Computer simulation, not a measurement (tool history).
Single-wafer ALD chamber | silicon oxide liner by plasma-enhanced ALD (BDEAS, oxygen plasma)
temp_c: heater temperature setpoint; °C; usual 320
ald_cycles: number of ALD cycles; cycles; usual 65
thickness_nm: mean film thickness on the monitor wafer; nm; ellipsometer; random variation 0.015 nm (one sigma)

run,hour,temp_c,ald_cycles,wafers since the last listed run,hours since the last thermocouple change,hours since the gauge calibration,"read-back reference wafer on the same gauge, thickness_nm",thickness_nm
1,0.0,320,65,0,1679.0,205.7,6.424,5.832
2,16.6,312,65,114,1695.6,222.3,6.411,5.959
3,34.4,320,59,122,1713.4,240.1,6.407,5.317
4,49.9,329,65,106,1728.9,255.6,6.410,5.768
5,63.3,329,65,92,1742.3,269.0,6.404,5.781
6,81.1,329,65,122,1760.1,286.8,6.399,5.793
7,98.4,331,65,119,1777.4,304.1,6.395,5.720
8,115.9,331,65,120,1794.9,321.6,6.386,5.749
9,155.1,320,65,270,1834.1,360.8,6.382,5.851
# hour 164.6: thermocouple changed; heater temperature recalibrated
10,165.1,320,65,13,0.5,370.8,6.375,5.860
11,168.4,320,69,22,3.8,374.1,6.380,6.196
12,176.0,320,71,52,11.4,381.7,6.374,6.360
13,193.1,320,60,117,28.5,398.8,6.371,5.350
14,205.4,320,65,84,40.8,411.1,6.367,5.822
15,213.1,320,65,53,48.5,418.8,6.362,5.813
16,229.0,320,65,109,64.4,434.7,6.361,5.798
17,239.2,334,61,70,74.6,444.9,6.356,5.326
18,253.2,307,65,96,88.6,458.9,6.349,5.943
19,259.8,320,65,45,95.2,465.5,6.354,5.797
20,271.8,320,57,82,107.2,477.5,6.350,5.080
21,281.1,333,71,64,116.5,486.8,6.351,6.217
# hour 293.4: gauge calibrated
22,294.3,334,78,90,129.7,0.9,6.467,6.929
23,309.5,307,61,104,144.9,16.1,6.467,5.672
24,318.7,320,65,63,154.1,25.3,6.466,5.900
25,333.8,307,78,104,169.2,40.4,6.453,7.237
26,345.4,315,73,79,180.8,52.0,6.453,6.645
27,362.0,327,58,114,197.4,68.6,6.450,5.192
28,375.4,320,73,92,210.8,82.0,6.449,6.613
29,392.8,320,56,119,228.2,99.4,6.443,5.089
30,404.1,333,69,77,239.5,110.7,6.440,6.096
31,414.5,326,74,71,249.9,121.1,6.437,6.617
32,432.0,320,65,120,267.4,138.6,6.435,5.900

3 ways to go on from here, each from the tool as it stands after run 32. What would each give?
A,432.5,320,65,3,267.9,139.1,?,?
B,432.5,320,70,3,267.9,139.1,?,?
C,432.5,313,74,3,267.9,139.1,?,?

run,"read-back reference wafer on the same gauge, thickness_nm",thickness_nm
A,6.432,5.909
B,6.432,6.363
C,6.432,6.803
Without the tool's hidden state the same runs would have given:
run,thickness_nm
A,5.935
B,6.391
C,6.833

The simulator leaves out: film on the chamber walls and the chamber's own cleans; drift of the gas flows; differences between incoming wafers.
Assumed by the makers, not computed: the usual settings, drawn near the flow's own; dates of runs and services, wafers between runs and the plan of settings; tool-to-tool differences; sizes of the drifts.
